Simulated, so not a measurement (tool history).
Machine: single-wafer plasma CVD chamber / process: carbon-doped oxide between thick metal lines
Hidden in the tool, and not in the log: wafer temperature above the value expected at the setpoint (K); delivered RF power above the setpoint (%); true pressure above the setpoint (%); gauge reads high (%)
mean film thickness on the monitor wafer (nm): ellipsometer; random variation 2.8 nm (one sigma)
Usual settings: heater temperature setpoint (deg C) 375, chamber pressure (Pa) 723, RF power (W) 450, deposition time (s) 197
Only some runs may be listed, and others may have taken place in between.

run,hour,heater temperature setpoint (deg C),chamber pressure (Pa),RF power (W),deposition time (s),wafers since the last listed run,hours since the last thermocouple change,hours since the last RF generator calibration,hours since the last manometer calibration,hours since the showerhead was replaced,hours since the gauge calibration,"read-back reference wafer on the same gauge, thickness_nm",mean film thickness on the monitor wafer (nm)
1,0,375,723,450,197,0,1850.8,74.7,95.2,5027.6,728.4,1067.342,902.724
2,94.1,375,723,450,197,834,1944.9,168.8,189.3,5121.7,822.5,1068.273,897.491
# hour 151.8: thermocouple changed; heater temperature recalibrated
3,399.2,375,723,450,197,2633,247.4,473.9,494.4,5426.8,1127.6,1068.055,885.238
4,491,375,723,450,197,813,339.2,565.7,586.2,5518.6,1219.4,1067.803,885.231
5,597.1,375,723,450,197,940,445.3,671.8,692.3,5624.7,1325.5,1067.877,883.82
6,680.3,375,723,450,197,737,528.5,755,775.5,5707.9,1408.7,1068.905,877.259
7,734.2,375,723,450,197,477,582.4,808.9,829.4,5761.8,1462.6,1068.34,884.033
8,808.3,375,723,450,197,656,656.5,883,903.5,5835.9,1536.7,1067.451,877.378
9,890.8,375,723,450,197,731,739,965.5,986,5918.4,1619.2,1067.29,876.519
10,996.8,361,723,375,197,939,845,1071.5,1092,6024.4,1725.2,1067.472,758.724
11,1044.8,375,723,450,197,425,893,1119.5,1140,6072.4,1773.2,1066.5,879.454
12,1112,375,555,365,235,595,960.2,1186.7,1207.2,6139.6,1840.4,1068.74,800.24
13,1154.8,375,723,450,168,379,1003,1229.5,1250,6182.4,1883.2,1067.791,745.304
14,1229.2,363,876,390,166,659,1077.4,1303.9,1324.4,6256.8,1957.6,1067.973,676
15,1274.8,384,887,450,218,404,1123,1349.5,1370,6302.4,2003.2,1069.549,979.799
# hour 1322.1: gauge calibrated
16,1364.7,383,831,365,174,796,1212.9,1439.4,1459.9,6392.3,42.6,1066.209,627.736
17,1405.9,375,723,415,197,365,1254.1,1480.6,1501.1,6433.5,83.8,1068.092,812.707
# hour 1438.4: capacitance manometer re-zeroed and calibrated
18,1477.9,369,649,520,213,567,1326.1,1552.6,39.5,6505.5,155.8,1067.229,1061.751
19,1540.6,367,723,450,197,555,1388.8,1615.3,102.2,6568.2,218.5,1067.371,892.209
# hour 1592.5: showerhead replaced
# hour 1609.3: RF generator calibrated
20,1609.8,375,723,450,197,471,1458,0.5,171.4,17.3,287.7,1068.235,898.05
21,1678.4,366,879,380,197,608,1526.6,69.1,240,85.9,356.3,1069.168,797.795
22,1767.4,387,723,375,197,788,1615.6,158.1,329,174.9,445.3,1067.701,728.401
# hour 1823.1: thermocouple changed; heater temperature recalibrated
23,1831,375,723,450,197,492,7.9,221.7,392.6,238.5,508.9,1067.875,889.609
24,1936.6,368,872,535,233,936,113.5,327.3,498.2,344.1,614.5,1065.917,1263.138
25,1983.5,375,723,450,197,415,160.4,374.2,545.1,391,661.4,1068.281,886.331
26,2068.3,375,723,450,197,751,245.2,459,629.9,475.8,746.2,1068.604,887.295
27,2114.6,382,661,535,235,410,291.5,505.3,676.2,522.1,792.5,1066.875,1175.113
28,2414.8,375,723,450,160,2661,591.7,805.5,976.4,822.3,1092.7,1068.256,711.54

Some steps in mean film thickness on the monitor wafer (nm) between neighbouring runs. How much of each would the tool show without its hidden state too (settings, what came in, random variation), and how much is left for the hidden state, with any gauge scatter that isn't in both results?
Run 15 -> 16: heater temperature setpoint (deg C) 384 -> 383, chamber pressure (Pa) 887 -> 831, RF power (W) 450 -> 365, deposition time (s) 218 -> 174, gauge calibrated. mean film thickness on the monitor wafer (nm) -352.063: hidden state +10.451, all else -362.514.
Run 19 -> 20: heater temperature setpoint (deg C) 367 -> 375, showerhead replaced, RF generator calibrated. mean film thickness on the monitor wafer (nm) +5.841: hidden state +28.971, all else -23.13.
Run 24 -> 25: heater temperature setpoint (deg C) 368 -> 375, chamber pressure (Pa) 872 -> 723, RF power (W) 535 -> 450, deposition time (s) 233 -> 197. mean film thickness on the monitor wafer (nm) -376.807: hidden state +1.216, all else -378.023.
Run 27 -> 28: heater temperature setpoint (deg C) 382 -> 375, chamber pressure (Pa) 661 -> 723, RF power (W) 535 -> 450, deposition time (s) 235 -> 160. mean film thickness on the monitor wafer (nm) -463.573: hidden state +1.732, all else -465.305.
